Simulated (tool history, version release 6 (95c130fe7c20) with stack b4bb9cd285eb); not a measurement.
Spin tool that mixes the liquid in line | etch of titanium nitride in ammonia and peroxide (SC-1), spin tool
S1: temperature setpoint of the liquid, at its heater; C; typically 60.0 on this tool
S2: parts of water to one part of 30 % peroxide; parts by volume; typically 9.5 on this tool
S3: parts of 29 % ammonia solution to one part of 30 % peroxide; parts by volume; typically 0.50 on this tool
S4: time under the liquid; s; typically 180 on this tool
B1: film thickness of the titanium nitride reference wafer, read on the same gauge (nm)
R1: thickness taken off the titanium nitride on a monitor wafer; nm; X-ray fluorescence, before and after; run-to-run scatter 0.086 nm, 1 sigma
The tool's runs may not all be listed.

run 1 hour=0.0 | S1=60.0 S2=9.5 S3=0.50 S4=180 | B1=59.98 | R1=14.24
run 2 hour=56.4 | S1=60.0 S2=9.5 S3=0.50 S4=180 | B1=60.01 | R1=14.31
run 3 hour=116.9 | S1=60.0 S2=9.5 S3=0.50 S4=180 | B1=60.02 | R1=14.35
run 4 hour=171.4 | S1=60.0 S2=11.0 S3=0.50 S4=180 | B1=59.99 | R1=13.09
run 5 hour=202.5 | S1=60.0 S2=9.5 S3=0.50 S4=180 | B1=60.02 | R1=14.10
run 6 hour=248.5 | S1=60.0 S2=9.5 S3=0.50 S4=180 | B1=60.01 | R1=14.14
run 7 hour=315.6 | S1=60.0 S2=9.5 S3=0.50 S4=145 | B1=60.01 | R1=11.34
run 8 hour=360.8 | S1=60.0 S2=9.5 S3=0.50 S4=180 | B1=59.99 | R1=14.12
run 9 hour=421.9 | S1=69.5 S2=9.5 S3=0.75 S4=180 | B1=59.99 | R1=27.62
run 10 hour=456.8 | S1=70.0 S2=13.5 S3=0.50 S4=220 | B1=60.01 | R1=27.16
run 11 hour=508.9 | S1=60.0 S2=7.5 S3=0.50 S4=180 | B1=60.02 | R1=18.22
run 12 hour=550.6 | S1=60.0 S2=9.5 S3=0.35 S4=180 | B1=59.99 | R1=15.35
run 13 hour=592.0 | S1=70.0 S2=8.0 S3=0.40 S4=135 | B1=60.00 | R1=24.28
run 14 hour=631.9 | S1=67.5 S2=9.5 S3=0.50 S4=150 | B1=59.99 | R1=21.78

The log once held 6 entries between its listed runs, left out of this copy. Where does each go, and what is different about the tool's unlogged condition between the listed run before it and the listed run after it?
Logged between run 4 and run 5: thermometer replaced (hour 192.8)
  temperature lost on the way to the wafer (K): 2.37 -> 2.39
  the result without the hidden state subtracted from the measured one, R1: -2.22 -> -2.42 nm
Logged between run 5 and run 6: gauge calibrated (hour 207.6)
  temperature lost on the way to the wafer (K): 2.39 -> 2.41
  the result without the hidden state subtracted from the measured one, R1: -2.42 -> -2.44 nm
Logged between run 6 and run 7: ammonia flow meter replaced (hour 260.0)
  temperature lost on the way to the wafer (K): 2.41 -> 2.45
  the result without the hidden state subtracted from the measured one, R1: -2.44 -> -1.99 nm
Logged between run 10 and run 11: new drum of ammonia solution connected (hour 479.6); heated supply line repaired (hour 504.4)
  temperature lost on the way to the wafer (K): 2.54 -> 0.249
  the result without the hidden state subtracted from the measured one, R1: -4.65 -> -0.30 nm
Logged between run 11 and run 12: gauge calibrated (hour 529.7)
  temperature lost on the way to the wafer (K): 0.249 -> 0.274
  the result without the hidden state subtracted from the measured one, R1: -0.30 -> -0.28 nm

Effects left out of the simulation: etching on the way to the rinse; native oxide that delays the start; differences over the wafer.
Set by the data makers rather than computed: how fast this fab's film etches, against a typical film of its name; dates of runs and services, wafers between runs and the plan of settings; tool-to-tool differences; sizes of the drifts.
